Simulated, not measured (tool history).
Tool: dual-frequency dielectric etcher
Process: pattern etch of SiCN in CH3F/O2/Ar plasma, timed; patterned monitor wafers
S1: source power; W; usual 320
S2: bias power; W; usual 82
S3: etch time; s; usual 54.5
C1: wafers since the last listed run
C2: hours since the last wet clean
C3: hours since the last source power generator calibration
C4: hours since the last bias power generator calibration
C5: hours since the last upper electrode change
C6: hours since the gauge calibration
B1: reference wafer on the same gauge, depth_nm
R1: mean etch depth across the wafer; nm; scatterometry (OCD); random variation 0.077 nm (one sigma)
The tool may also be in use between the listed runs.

Run 1, hour 0.0: usual settings; C1 0; C2 309.9; C3 2341.8; C4 2620.7; C5 3750.4; C6 288.4; B1 23.25. Result: R1 20.34 nm.
Run 2, hour 36.4: usual settings; C1 371; C2 346.3; C3 2378.2; C4 2657.1; C5 3786.8; C6 324.8; B1 23.25. Result: R1 20.32 nm.
At hour 87.3: wet clean of the chamber.
Run 3, hour 131.9: usual settings; C1 729; C2 44.6; C3 2473.7; C4 2752.6; C5 3882.3; C6 420.3; B1 23.29. Result: R1 20.32 nm.
Run 4, hour 189.9: usual settings but S3 63.0 s; C1 591; C2 102.6; C3 2531.7; C4 2810.6; C5 3940.3; C6 478.3; B1 23.35. Result: R1 23.42 nm.
Run 5, hour 276.0: usual settings but S3 63.0 s; C1 878; C2 188.7; C3 2617.8; C4 2896.7; C5 4026.4; C6 564.4; B1 23.40. Result: R1 23.61 nm.
Run 6, hour 333.0: usual settings but S3 63.0 s; C1 581; C2 245.7; C3 2674.8; C4 2953.7; C5 4083.4; C6 621.4; B1 23.47. Result: R1 23.67 nm.
At hour 372.3: source power generator calibrated.
Run 7, hour 380.4: usual settings but S1 370 W; C1 442; C2 293.1; C3 8.1; C4 3001.1; C5 4130.8; C6 668.8; B1 23.48. Result: R1 21.50 nm.
Run 8, hour 450.9: usual settings but S2 73 W; C1 719; C2 363.6; C3 78.6; C4 3071.6; C5 4201.3; C6 739.3; B1 23.53. Result: R1 19.33 nm.
At hour 510.6: bias power generator calibrated.
At hour 512.3: wet clean of the chamber.
Run 9, hour 512.8: usual settings but S2 69 W, S3 59.0 s; C1 572; C2 0.5; C3 140.5; C4 2.2; C5 4263.2; C6 801.2; B1 23.60. Result: R1 20.21 nm.
Run 10, hour 582.5: usual settings; C1 710; C2 70.2; C3 210.2; C4 71.9; C5 4332.9; C6 870.9; B1 23.67. Result: R1 20.69 nm.
At hour 591.1: gauge calibrated.
Run 11, hour 681.3: usual settings; C1 1007; C2 169.0; C3 309.0; C4 170.7; C5 4431.7; C6 90.2; B1 23.34. Result: R1 20.32 nm.
At hour 706.9: upper electrode replaced.
Run 12, hour 724.7: usual settings but S1 240 W, S2 71 W, S3 59.0 s; C1 197; C2 212.4; C3 352.4; C4 214.1; C5 17.8; C6 133.6; B1 23.34. Result: R1 18.79 nm.
At hour 842.7: wet clean of the chamber.
Run 13, hour 843.2: usual settings but S1 350 W, S2 69 W, S3 60.5 s; C1 963; C2 0.5; C3 470.9; C4 332.6; C5 136.3; C6 252.1; B1 23.38. Result: R1 21.21 nm.
Run 14, hour 916.3: usual settings but S1 270 W; C1 745; C2 73.6; C3 544.0; C4 405.7; C5 209.4; C6 325.2; B1 23.40. Result: R1 19.39 nm.
Run 15, hour 962.9: usual settings but S2 67 W; C1 475; C2 120.2; C3 590.6; C4 452.3; C5 256.0; C6 371.8; B1 23.42. Result: R1 18.23 nm.
Run 16, hour 1068.1: usual settings but S1 300 W; C1 1073; C2 225.4; C3 695.8; C4 557.5; C5 361.2; C6 477.0; B1 23.49. Result: R1 20.08 nm.

Forecast each of these 5 alternatives for the next run:
Run A, hour 1068.5: usual settings; C1 4; C2 225.8; C3 696.2; C4 557.9; C5 361.6; C6 477.4; B1 ?. Result: R1 ?.
Run B, hour 1068.5: usual settings but S3 59.5 s; C1 4; C2 225.8; C3 696.2; C4 557.9; C5 361.6; C6 477.4; B1 ?. Result: R1 ?.
Run C, hour 1068.5: usual settings but S1 240 W, S2 77 W, S3 65.0 s; C1 4; C2 225.8; C3 696.2; C4 557.9; C5 361.6; C6 477.4; B1 ?. Result: R1 ?.
Run D, hour 1068.5: usual settings but S1 270 W, S2 96 W, S3 38.5 s; C1 4; C2 225.8; C3 696.2; C4 557.9; C5 361.6; C6 477.4; B1 ?. Result: R1 ?.
Run E, hour 1068.5: usual settings but S1 370 W, S3 70.0 s; C1 4; C2 225.8; C3 696.2; C4 557.9; C5 361.6; C6 477.4; B1 ?. Result: R1 ?.

run     B1     R1
  A  23.45  20.53
  B  23.45  22.41
  C  23.45  21.75
  D  23.45  14.98
  E  23.45  27.58
Without the tool's hidden state the same runs would have given:
run     R1
  A  20.29
  B  22.15
  C  21.49
  D  14.80
  E  27.26
